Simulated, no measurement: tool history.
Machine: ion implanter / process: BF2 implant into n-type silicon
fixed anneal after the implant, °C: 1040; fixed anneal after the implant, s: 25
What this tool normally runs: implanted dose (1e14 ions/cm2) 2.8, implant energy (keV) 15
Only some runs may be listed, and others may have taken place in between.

run,day,implanted dose (1e14 ions/cm2),implant energy (keV),wafers since the last listed run,hours since the last dose calibration,hours since the extraction supply was calibrated,hours since the gauge calibration,"read-back reference wafer on the same gauge, sheet resistance",sheet resistance of the implanted and annealed layer (ohm/square)
1,0,2.8,14,0,1532,2063.8,188.9,392.58,397.65
2,0.467,2.8,14,173,1543.2,2075,200.1,393.13,397.24
3,1.142,2.8,15,250,1559.4,2091.2,216.3,392.92,397.21
4,1.408,2.8,15,98,1565.8,2097.6,222.7,393.15,395.78
5,1.958,2.8,15,204,1579,2110.8,235.9,392.7,396.53
6,2.608,2.49,15,241,1594.6,2126.4,251.5,392.67,437.82
7,2.867,2.49,15,95,1600.8,2132.6,257.7,392.87,438.88
8,3.317,2.49,15,167,1611.6,2143.4,268.5,393.03,438.07
9,3.596,2.8,15,103,1618.3,2150.1,275.2,392.84,397.77
10,4.288,2.8,15,256,1634.9,2166.7,291.8,392.91,397.54
11,4.654,2.8,15,136,1643.7,2175.5,300.6,392.88,397.28
12,5.204,2.8,16.5,204,1656.9,2188.7,313.8,392.96,393.49
13,5.946,2.8,16.5,275,1674.7,2206.5,331.6,393.11,395.8
14,6.688,3.52,16.5,275,1692.5,2224.3,349.4,392.83,324.1
# day 7.142: extraction supply calibrated
15,7.196,3.1,18,64,1704.7,1.3,361.6,393.22,359.67
16,7.483,2.8,15,106,1711.6,8.2,368.5,392.7,397.97
17,7.733,2.8,18,92,1717.6,14.2,374.5,393.02,393.12
18,8.179,2.8,17.5,165,1728.3,24.9,385.2,393.02,393.47
19,8.546,3.31,15,136,1737.1,33.7,394,393.03,345.1
# day 8.971: Faraday cup replaced and dose calibrated
20,8.992,2.8,13.5,41,0.5,44.4,404.7,393.1,394.68
21,9.321,3.11,12,122,8.4,52.3,412.6,392.8,365.31
22,10.042,2.8,15,267,25.7,69.6,429.9,393.38,391.15
# day 10.55: gauge calibrated
23,11.292,2.8,11,464,55.7,99.6,17.8,393.36,403.09
24,12,2.49,15,262,72.7,116.6,34.8,393.04,432.37
25,12.283,2.35,17,105,79.5,123.4,41.6,393.15,449.87
26,12.783,3.46,17.5,185,91.5,135.4,53.6,392.98,321.96
27,13.362,3.03,10.5,214,105.4,149.3,67.5,393.2,378.94
28,13.95,2.06,18.5,218,119.5,163.4,81.6,393.25,499.66
29,14.692,2.8,15,275,137.3,181.2,99.4,393.03,391.24
30,15,2.04,11.5,114,144.7,188.6,106.8,393,526.65
31,15.333,2.18,12.5,123,152.7,196.6,114.8,392.95,492.51
32,15.679,2.8,15,128,161,204.9,123.1,393.07,391.12
33,16.321,2.33,19.5,238,176.4,220.3,138.5,393,446.11
34,16.892,2.23,11.5,211,190.1,234,152.2,393.43,486.93
35,17.379,3.4,17,180,201.8,245.7,163.9,393.1,326.77
36,17.858,3.23,13,177,213.3,257.2,175.4,392.65,351.6

Pick out some run-to-run changes in sheet resistance of the implanted and annealed layer (ohm/square). Of each, how much would a tool without hidden state show as well, from the settings, what came in and chance, and how much is left for the hidden state and any gauge scatter not in both results compared?
Hidden conditions of the tool in this case: deviation of the true dose from the Faraday cup's reading, %; deviation of the true energy from its setpoint, %; gauge reads high (%).
Run 13 -> 14: implanted dose (1e14 ions/cm2) 2.8 -> 3.52. sheet resistance of the implanted and annealed layer (ohm/square) -71.7: hidden state -1.92, all else -69.78.
Run 19 -> 20: implanted dose (1e14 ions/cm2) 3.31 -> 2.8, implant energy (keV) 15 -> 13.5, Faraday cup replaced and dose calibrated. sheet resistance of the implanted and annealed layer (ohm/square) +49.58: hidden state -5.9, all else +55.48.
Run 25 -> 26: implanted dose (1e14 ions/cm2) 2.35 -> 3.46, implant energy (keV) 17 -> 17.5. sheet resistance of the implanted and annealed layer (ohm/square) -127.91: hidden state -1.52, all else -126.39.
Run 29 -> 30: implanted dose (1e14 ions/cm2) 2.8 -> 2.04, implant energy (keV) 15 -> 11.5. sheet resistance of the implanted and annealed layer (ohm/square) +135.41: hidden state +1.7, all else +133.71.
Run 34 -> 35: implanted dose (1e14 ions/cm2) 2.23 -> 3.4, implant energy (keV) 11.5 -> 17. sheet resistance of the implanted and annealed layer (ohm/square) -160.16: hidden state -1.97, all else -158.19.

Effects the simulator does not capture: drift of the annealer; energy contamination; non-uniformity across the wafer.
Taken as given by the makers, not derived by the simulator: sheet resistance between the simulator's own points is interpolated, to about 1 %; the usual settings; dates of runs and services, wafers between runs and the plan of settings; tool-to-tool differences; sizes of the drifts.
